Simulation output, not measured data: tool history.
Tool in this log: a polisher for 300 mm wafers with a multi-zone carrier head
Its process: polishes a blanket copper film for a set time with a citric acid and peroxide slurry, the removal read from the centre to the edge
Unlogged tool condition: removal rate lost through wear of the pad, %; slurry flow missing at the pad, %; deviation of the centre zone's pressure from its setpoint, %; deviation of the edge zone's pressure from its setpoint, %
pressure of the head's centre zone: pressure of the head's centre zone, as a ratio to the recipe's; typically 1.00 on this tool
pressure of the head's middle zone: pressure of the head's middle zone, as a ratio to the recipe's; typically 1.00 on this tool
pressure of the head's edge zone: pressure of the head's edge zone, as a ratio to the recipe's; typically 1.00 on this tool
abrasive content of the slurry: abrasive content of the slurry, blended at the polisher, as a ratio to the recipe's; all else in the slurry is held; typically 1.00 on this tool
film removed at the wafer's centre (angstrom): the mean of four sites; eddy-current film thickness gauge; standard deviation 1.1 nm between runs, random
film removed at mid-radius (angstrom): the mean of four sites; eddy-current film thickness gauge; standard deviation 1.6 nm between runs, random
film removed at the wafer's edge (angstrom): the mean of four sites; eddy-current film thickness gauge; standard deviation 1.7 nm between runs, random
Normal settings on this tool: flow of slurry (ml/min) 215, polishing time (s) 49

run	hour	flow of slurry (ml/min)	pressure of the head's centre zone	pressure of the head's middle zone	pressure of the head's edge zone	abrasive content of the slurry	polishing time (s)	wafers since the last listed run	wafers polished on this pad	hours since the slurry nozzle was cleaned	hours since the centre zone pressure was calibrated	hours since the edge zone pressure was calibrated	hours since the carrier head's membrane was replaced	incoming thickness of the incoming film, nm	film removed at the wafer's centre (angstrom)	film removed at mid-radius (angstrom)	film removed at the wafer's edge (angstrom)
1	0.0	215	1.00	1.00	1.00	1.00	49	0	6626	49.8	142.5	350.3	590.9	534.0	1007	1100	1141
# hour 100.9: worn pad replaced by a new one
2	101.4	215	1.00	1.00	1.00	1.00	49	1652	7	151.2	243.9	451.7	692.3	550.7	1006	1082	1130
3	185.2	215	1.00	1.00	1.00	1.00	49	1421	1429	235.0	327.7	535.5	776.1	534.3	991	1099	1148
4	256.8	215	1.00	1.00	1.00	1.00	49	1214	2644	306.6	399.3	607.1	847.7	534.8	987	1114	1157
# hour 292.7: edge zone pressure recalibrated
# hour 442.6: slurry nozzle cleaned
5	485.0	215	1.00	1.00	1.00	1.00	62	3821	6466	42.4	627.5	192.3	1075.9	535.3	1228	1446	1439
# hour 561.7: centre zone pressure recalibrated, repeated, since the last time left the tool worse
6	592.8	270	1.00	1.11	1.03	1.00	49	1795	8261	150.2	31.1	300.1	1183.7	543.5	1131	1238	1202
# hour 599.4: worn pad replaced by a new one
# hour 610.3: carrier head's membrane replaced by a new one
7	670.0	215	1.06	1.08	1.00	1.00	49	1157	1112	227.4	108.3	377.3	59.7	541.0	1148	1188	1146
8	769.7	215	1.00	1.00	1.00	1.00	49	1691	2804	327.1	208.0	477.0	159.4	541.0	1087	1093	1160
9	821.9	215	1.00	1.00	0.95	1.00	49	885	3689	379.3	260.2	529.2	211.6	546.1	1081	1135	1133
# hour 878.5: edge zone pressure recalibrated
10	912.2	215	1.00	1.00	1.00	0.85	49	1498	5188	469.6	350.5	33.7	301.9	539.6	1023	1073	1086
# hour 930.9: slurry nozzle cleaned
11	970.4	150	1.00	1.00	1.00	1.10	49	970	6158	39.5	408.7	91.9	360.1	543.0	1032	1074	1169
12	1018.1	215	1.00	1.00	1.00	1.00	49	809	6968	87.2	456.4	139.6	407.8	536.4	1056	1102	1145
13	1095.9	215	1.03	1.00	1.00	1.00	49	1320	8288	165.0	534.2	217.4	485.6	536.1	1064	1137	1134
# hour 1123.3: centre zone pressure recalibrated
14	1141.6	215	1.00	1.05	1.00	0.70	49	741	9029	210.7	18.3	263.1	531.3	543.8	1020	1065	1070
# hour 1167.9: worn pad replaced by a new one
15	1242.7	175	1.06	0.96	1.00	1.25	49	1647	1269	311.8	119.4	364.2	632.4	544.8	1201	1101	1183
16	1314.2	215	0.97	1.00	1.00	1.00	36	1213	2482	383.3	190.9	435.7	703.9	542.1	774	826	841
17	1416.1	185	1.10	1.00	0.94	0.90	49	1729	4211	485.2	292.8	537.6	805.8	542.8	1122	1063	1089
18	1479.4	155	1.00	1.00	0.91	0.75	42	1074	5285	548.5	356.1	600.9	869.1	544.1	837	871	854
# hour 1551.0: slurry nozzle cleaned
# hour 1564.4: edge zone pressure recalibrated
# hour 1634.6: centre zone pressure recalibrated
19	1720.7	170	1.00	1.06	1.00	1.00	49	4009	9295	169.7	86.1	156.3	1110.4	543.5	1074	1139	1110
# hour 1773.0: worn pad replaced by a new one
20	1786.0	215	1.00	1.00	1.00	1.00	49	1040	220	235.0	151.4	221.6	1175.7	539.1	1070	1128	1161

Run-by-run hidden state of the tool:
removal rate lost through wear of the pad, %: 0 on each run
slurry flow missing at the pad, %: 0 on each run
deviation of the edge zone's pressure from its setpoint, %: 0 on each run
H1: deviation of the centre zone's pressure from its setpoint, %
run	H1
1	-10.3
2	-11.2
3	-12.1
4	-12.7
5	-15
6	-1.12
7	-1.87
8	-2.83
9	-3.34
10	-4.21
11	-4.77
12	-5.23
13	-5.98
14	0.0127
15	-0.964
16	-1.66
17	-2.64
18	-3.25
19	-1.27
20	-1.9
